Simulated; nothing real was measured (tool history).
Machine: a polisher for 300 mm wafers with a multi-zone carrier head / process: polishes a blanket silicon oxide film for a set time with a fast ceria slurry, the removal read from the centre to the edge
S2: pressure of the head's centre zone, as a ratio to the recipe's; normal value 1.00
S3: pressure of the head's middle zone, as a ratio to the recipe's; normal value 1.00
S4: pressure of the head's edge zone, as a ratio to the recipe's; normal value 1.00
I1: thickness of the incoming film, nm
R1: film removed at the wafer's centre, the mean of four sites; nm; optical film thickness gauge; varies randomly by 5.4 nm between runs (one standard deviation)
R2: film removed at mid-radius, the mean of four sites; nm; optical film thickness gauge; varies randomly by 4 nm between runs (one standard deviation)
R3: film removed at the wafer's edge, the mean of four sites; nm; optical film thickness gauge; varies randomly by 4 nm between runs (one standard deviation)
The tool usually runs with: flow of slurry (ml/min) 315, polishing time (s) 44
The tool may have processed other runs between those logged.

Run 1, hour 0.0: usual settings but flow of slurry (ml/min) 250; I1 3401.0. Result: R1 502.2 nm, R2 496.1 nm, R3 487.6 nm.
Run 2, hour 30.3: usual settings but flow of slurry (ml/min) 210, polishing time (s) 33; I1 3402.3. Result: R1 377.6 nm, R2 361.5 nm, R3 358.7 nm.
Run 3, hour 49.5: usual settings; I1 3367.2. Result: R1 534.9 nm, R2 502.8 nm, R3 490.6 nm.
Run 4, hour 72.1: usual settings but flow of slurry (ml/min) 395, S2 1.10; I1 3398.5. Result: R1 580.3 nm, R2 508.1 nm, R3 498.6 nm.
At hour 91.1: edge zone pressure recalibrated.
Run 5, hour 106.4: usual settings but flow of slurry (ml/min) 285, S2 0.92, S4 0.95, polishing time (s) 36; I1 3382.3. Result: R1 397.6 nm, R2 408.9 nm, R3 388.2 nm.
Run 6, hour 133.0: usual settings but S4 1.07, polishing time (s) 34; I1 3340.2. Result: R1 412.5 nm, R2 386.6 nm, R3 396.1 nm.
At hour 152.8: worn pad replaced by a new one.
Run 7, hour 160.3: usual settings but flow of slurry (ml/min) 220, S2 1.06, S4 0.91; I1 3360.7. Result: R1 536.7 nm, R2 487.8 nm, R3 457.3 nm.
Run 8, hour 175.7: usual settings; I1 3404.5. Result: R1 523.8 nm, R2 493.1 nm, R3 493.9 nm.
At hour 178.3: centre zone pressure recalibrated.
At hour 201.1: slurry nozzle cleaned.
Run 9, hour 203.9: usual settings; I1 3315.2. Result: R1 500.3 nm, R2 499.7 nm, R3 489.8 nm.
Run 10, hour 238.2: usual settings but flow of slurry (ml/min) 385; I1 3347.2. Result: R1 510.7 nm, R2 506.5 nm, R3 493.5 nm.
Run 11, hour 259.8: usual settings but flow of slurry (ml/min) 380, S2 0.96, S4 1.05, polishing time (s) 37; I1 3343.7. Result: R1 421.5 nm, R2 429.9 nm, R3 429.0 nm.
Run 12, hour 271.9: usual settings but flow of slurry (ml/min) 215; I1 3345.5. Result: R1 498.8 nm, R2 485.9 nm, R3 475.0 nm.
Run 13, hour 284.3: usual settings but S3 1.08, S4 0.90, polishing time (s) 53; I1 3382.8. Result: R1 619.8 nm, R2 640.2 nm, R3 559.4 nm.
Run 14, hour 301.6: usual settings; I1 3366.6. Result: R1 514.3 nm, R2 499.6 nm, R3 493.1 nm.
Run 15, hour 336.2: usual settings; I1 3377.2. Result: R1 529.5 nm, R2 503.7 nm, R3 488.3 nm.
Run 16, hour 356.4: usual settings but S4 1.05, polishing time (s) 38; I1 3386.4. Result: R1 459.1 nm, R2 437.2 nm, R3 428.4 nm.
At hour 366.6: worn pad replaced by a new one.
Run 17, hour 385.0: usual settings but flow of slurry (ml/min) 230, S2 1.11, S4 1.10; I1 3362.1. Result: R1 576.7 nm, R2 483.5 nm, R3 501.4 nm.
Run 18, hour 420.6: usual settings but S3 0.96; I1 3416.3. Result: R1 526.8 nm, R2 488.2 nm, R3 488.2 nm.
Run 19, hour 434.9: usual settings but S3 0.92; I1 3392.0. Result: R1 530.6 nm, R2 465.6 nm, R3 487.6 nm.
Run 20, hour 461.8: usual settings but S3 1.07, polishing time (s) 48; I1 3356.4. Result: R1 577.7 nm, R2 592.9 nm, R3 530.9 nm.
Run 21, hour 483.6: usual settings but flow of slurry (ml/min) 410, S4 0.88; I1 3319.4. Result: R1 556.4 nm, R2 514.6 nm, R3 468.3 nm.
Run 22, hour 505.4: usual settings but S3 0.95; I1 3400.3. Result: R1 535.3 nm, R2 482.8 nm, R3 491.2 nm.
Run 23, hour 539.7: usual settings; I1 3401.0. Result: R1 540.0 nm, R2 501.8 nm, R3 487.6 nm.

Branching from run 23: 3 alternative next runs. What would each branch give?
Run A, hour 540.1: usual settings but polishing time (s) 54; I1 3396.8. Result: R1 ?, R2 ?, R3 ?.
Run B, hour 540.1: usual settings but flow of slurry (ml/min) 275, S4 0.93; I1 3396.8. Result: R1 ?, R2 ?, R3 ?.
Run C, hour 540.1: usual settings but S2 0.88, S4 0.92; I1 3396.8. Result: R1 ?, R2 ?, R3 ?.

run     R1     R2     R3
  A  665.2  613.9  596.5
  B  535.8  495.1  465.9
  C  477.0  500.6  467.3
With no hidden state in the tool, these same runs would have given:
run     R1     R2     R3
  A  608.8  614.2  596.5
  B  490.4  495.3  465.9
  C  436.1  500.8  467.3

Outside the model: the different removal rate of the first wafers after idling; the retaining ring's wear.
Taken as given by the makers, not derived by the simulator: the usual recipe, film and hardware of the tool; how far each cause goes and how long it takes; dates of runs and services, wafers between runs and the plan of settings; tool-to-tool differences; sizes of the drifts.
